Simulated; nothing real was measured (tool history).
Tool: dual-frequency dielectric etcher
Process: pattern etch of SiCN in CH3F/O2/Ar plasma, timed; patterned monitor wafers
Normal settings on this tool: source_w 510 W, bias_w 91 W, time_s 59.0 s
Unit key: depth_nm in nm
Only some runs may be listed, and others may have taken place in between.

| run | hour | source_w | bias_w | time_s | read-back reference wafer on the same gauge, depth_nm | depth_nm |
|---|---|---|---|---|---|---|
| 1 | 0.0 | 510 | 91 | 59.0 | 24.49 | 26.97 |
| 2 | 30.8 | 510 | 91 | 59.0 | 24.50 | 27.12 |
| 3 | 40.2 | 510 | 82 | 59.0 | 24.49 | 25.97 |
| 4 | 59.1 | 510 | 82 | 59.0 | 24.51 | 25.97 |
| 5 | 71.3 | 510 | 82 | 59.0 | 24.50 | 26.04 |
|  | 100.5 | upper electrode replaced |
|  | 118.1 | wet clean of the chamber |
| 6 | 118.6 | 510 | 91 | 59.0 | 24.49 | 26.70 |
| 7 | 118.9 | 510 | 91 | 59.0 | 24.49 | 26.65 |
| 8 | 122.2 | 510 | 91 | 59.0 | 24.51 | 26.62 |
| 9 | 128.3 | 510 | 91 | 59.0 | 24.50 | 26.75 |
|  | 136.4 | source power generator calibrated |
| 10 | 138.2 | 510 | 91 | 59.0 | 24.51 | 26.71 |
| 11 | 148.7 | 510 | 91 | 59.0 | 24.50 | 26.74 |
| 12 | 157.2 | 590 | 112 | 73.5 | 24.51 | 38.26 |
|  | 158.1 | gauge calibrated |
| 13 | 170.6 | 550 | 91 | 59.0 | 24.50 | 27.40 |
| 14 | 181.3 | 630 | 101 | 59.0 | 24.49 | 30.02 |
| 15 | 194.7 | 470 | 112 | 44.0 | 24.50 | 21.28 |
| 16 | 212.1 | 510 | 91 | 59.0 | 24.49 | 26.83 |
| 17 | 225.7 | 510 | 103 | 59.0 | 24.52 | 28.35 |
|  | 237.6 | bias power generator calibrated |
| 18 | 239.7 | 600 | 91 | 59.0 | 24.51 | 28.30 |
| 19 | 253.1 | 630 | 106 | 54.5 | 24.49 | 28.37 |
| 20 | 268.5 | 570 | 75 | 66.0 | 24.48 | 28.74 |
| 21 | 281.3 | 510 | 91 | 59.0 | 24.51 | 26.89 |
| 22 | 288.9 | 510 | 91 | 73.0 | 24.51 | 33.29 |
| 23 | 304.7 | 510 | 73 | 44.5 | 24.48 | 18.44 |

Each run again, without the hidden state but with its own random variation kept:
Hidden conditions of the tool in this case: etch rate over this chamber's usual, %; source power that arrives over what is set, %; bias power that arrives over what is set, %; gauge reads high (%).
| run | depth_nm |
|---|---|
| 1 | 26.59 |
| 2 | 26.69 |
| 3 | 25.55 |
| 4 | 25.52 |
| 5 | 25.58 |
| 6 | 26.72 |
| 7 | 26.67 |
| 8 | 26.64 |
| 9 | 26.76 |
| 10 | 26.71 |
| 11 | 26.72 |
| 12 | 38.22 |
| 13 | 27.35 |
| 14 | 29.95 |
| 15 | 21.22 |
| 16 | 26.73 |
| 17 | 28.22 |
| 18 | 28.15 |
| 19 | 28.21 |
| 20 | 28.55 |
| 21 | 26.70 |
| 22 | 33.05 |
| 23 | 18.29 |
